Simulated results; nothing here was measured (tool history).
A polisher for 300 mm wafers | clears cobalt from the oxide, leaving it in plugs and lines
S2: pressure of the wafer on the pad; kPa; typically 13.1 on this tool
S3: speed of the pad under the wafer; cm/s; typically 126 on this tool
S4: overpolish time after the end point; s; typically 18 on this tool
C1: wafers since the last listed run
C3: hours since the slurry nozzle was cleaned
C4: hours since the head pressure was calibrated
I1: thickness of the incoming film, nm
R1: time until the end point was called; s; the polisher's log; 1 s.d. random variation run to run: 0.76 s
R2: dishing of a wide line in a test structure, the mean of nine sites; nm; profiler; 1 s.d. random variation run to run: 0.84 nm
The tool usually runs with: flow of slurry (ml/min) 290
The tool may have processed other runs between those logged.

{"run": 1, "hour": 0.0, "flow of slurry (ml/min)": 290, "S2": 11.7, "S3": 140, "S4": 18, "C1": 0, "wafers polished on this pad": 1286, "C3": 184.2, "C4": 618.8, "I1": 295.6, "R1": 50.3, "R2": 41.1}
{"run": 2, "hour": 32.7, "flow of slurry (ml/min)": 290, "S2": 13.1, "S3": 108, "S4": 18, "C1": 392, "wafers polished on this pad": 1678, "C3": 216.9, "C4": 651.5, "I1": 306.2, "R1": 62.1, "R2": 39.9}
{"hour": 37.0, "done": "worn pad replaced by a new one"}
{"run": 3, "hour": 48.5, "flow of slurry (ml/min)": 290, "S2": 13.1, "S3": 108, "S4": 18, "C1": 141, "wafers polished on this pad": 137, "C3": 232.7, "C4": 667.3, "I1": 301.0, "R1": 52.6, "R2": 39.8}
{"run": 4, "hour": 79.4, "flow of slurry (ml/min)": 290, "S2": 13.1, "S3": 108, "S4": 18, "C1": 370, "wafers polished on this pad": 508, "C3": 263.6, "C4": 698.2, "I1": 298.0, "R1": 52.0, "R2": 40.5}
{"run": 5, "hour": 101.0, "flow of slurry (ml/min)": 290, "S2": 13.1, "S3": 126, "S4": 18, "C1": 259, "wafers polished on this pad": 767, "C3": 285.2, "C4": 719.8, "I1": 295.4, "R1": 46.8, "R2": 41.3}
{"run": 6, "hour": 135.4, "flow of slurry (ml/min)": 290, "S2": 13.1, "S3": 126, "S4": 18, "C1": 412, "wafers polished on this pad": 1180, "C3": 319.6, "C4": 754.2, "I1": 296.4, "R1": 49.9, "R2": 39.0}
{"run": 7, "hour": 165.7, "flow of slurry (ml/min)": 290, "S2": 13.1, "S3": 126, "S4": 18, "C1": 363, "wafers polished on this pad": 1544, "C3": 349.9, "C4": 784.5, "I1": 294.6, "R1": 51.1, "R2": 39.1}
{"hour": 185.3, "done": "worn pad replaced by a new one"}
{"run": 8, "hour": 185.8, "flow of slurry (ml/min)": 290, "S2": 13.1, "S3": 126, "S4": 18, "C1": 193, "wafers polished on this pad": 6, "C3": 370.0, "C4": 804.6, "I1": 299.6, "R1": 45.7, "R2": 41.1}
{"run": 9, "hour": 214.6, "flow of slurry (ml/min)": 290, "S2": 13.1, "S3": 136, "S4": 18, "C1": 345, "wafers polished on this pad": 351, "C3": 398.8, "C4": 833.4, "I1": 295.8, "R1": 43.3, "R2": 41.1}
{"run": 10, "hour": 265.5, "flow of slurry (ml/min)": 290, "S2": 13.1, "S3": 136, "S4": 18, "C1": 610, "wafers polished on this pad": 962, "C3": 449.7, "C4": 884.3, "I1": 299.6, "R1": 44.7, "R2": 40.6}
{"hour": 271.6, "done": "head pressure recalibrated"}
{"hour": 276.9, "done": "slurry nozzle cleaned"}
{"run": 11, "hour": 296.4, "flow of slurry (ml/min)": 290, "S2": 13.1, "S3": 136, "S4": 18, "C1": 334, "wafers polished on this pad": 1297, "C3": 19.5, "C4": 24.8, "I1": 301.1, "R1": 54.1, "R2": 39.9}
{"hour": 307.4, "done": "worn pad replaced by a new one"}
{"run": 12, "hour": 314.9, "flow of slurry (ml/min)": 315, "S2": 13.1, "S3": 126, "S4": 23, "C1": 174, "wafers polished on this pad": 89, "C3": 38.0, "C4": 43.3, "I1": 301.3, "R1": 51.9, "R2": 42.5}
{"run": 13, "hour": 332.8, "flow of slurry (ml/min)": 290, "S2": 13.1, "S3": 102, "S4": 23, "C1": 214, "wafers polished on this pad": 304, "C3": 55.9, "C4": 61.2, "I1": 302.0, "R1": 62.3, "R2": 40.8}

Run 14 is up next; what results do you expect?
{"run": 14, "hour": 354.7, "flow of slurry (ml/min)": 290, "S2": 13.1, "S3": 126, "S4": 18, "C1": 262, "wafers polished on this pad": 567, "C3": 77.8, "C4": 83.1, "I1": 297.0, "R1": "?", "R2": "?"}

{"run 14": {"R1": 51.7, "R2": 40.0}}
The same run, on a tool lacking any hidden state, would have yielded R1 52.3 s, R2 39.9 nm.

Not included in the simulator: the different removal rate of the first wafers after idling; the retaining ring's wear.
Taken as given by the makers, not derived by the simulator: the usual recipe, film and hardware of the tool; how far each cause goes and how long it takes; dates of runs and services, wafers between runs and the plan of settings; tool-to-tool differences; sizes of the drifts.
